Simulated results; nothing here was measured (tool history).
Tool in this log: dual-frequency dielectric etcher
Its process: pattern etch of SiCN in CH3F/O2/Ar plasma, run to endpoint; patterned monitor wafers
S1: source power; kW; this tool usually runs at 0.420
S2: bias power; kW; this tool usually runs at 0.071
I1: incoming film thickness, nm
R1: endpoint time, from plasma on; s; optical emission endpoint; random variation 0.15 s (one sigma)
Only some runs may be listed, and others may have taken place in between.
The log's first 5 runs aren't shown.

| run | hour | S1 | S2 | I1 | R1 |
|---|---|---|---|---|---|
| 6 | 200.7 | 0.420 | 0.057 | 13.06 | 36.4 |
|  | 215.7 | bias power generator calibrated |
| 7 | 236.4 | 0.420 | 0.071 | 12.92 | 33.9 |
| 8 | 266.3 | 0.420 | 0.071 | 12.93 | 33.5 |
|  | 310.6 | wet clean of the chamber |
| 9 | 311.1 | 0.420 | 0.071 | 13.14 | 35.5 |
| 10 | 311.4 | 0.420 | 0.071 | 12.91 | 34.8 |
| 11 | 339.9 | 0.340 | 0.071 | 13.01 | 37.8 |
| 12 | 371.0 | 0.340 | 0.071 | 12.91 | 37.5 |
|  | 407.7 | upper electrode replaced |
| 13 | 408.2 | 0.420 | 0.071 | 12.94 | 34.4 |
|  | 419.5 | source power generator calibrated |
| 14 | 432.9 | 0.420 | 0.071 | 12.98 | 34.6 |
| 15 | 447.2 | 0.360 | 0.075 | 13.00 | 35.8 |
| 16 | 476.4 | 0.420 | 0.065 | 12.96 | 35.2 |
| 17 | 497.4 | 0.420 | 0.055 | 12.97 | 36.5 |
| 18 | 514.8 | 0.460 | 0.057 | 12.96 | 35.0 |
| 19 | 545.3 | 0.420 | 0.079 | 12.95 | 32.6 |
| 20 | 578.4 | 0.370 | 0.071 | 13.00 | 35.5 |
| 21 | 597.5 | 0.420 | 0.071 | 13.00 | 33.8 |
| 22 | 624.9 | 0.490 | 0.080 | 13.06 | 31.0 |

What will run 23 give?
| 23 | 638.7 | 0.420 | 0.053 | 13.03 | ? |

{"run 23": {"R1": 36.6}}
If the tool had no hidden condition, the same run with the same run-to-run variation would have returned R1 38.3 s.
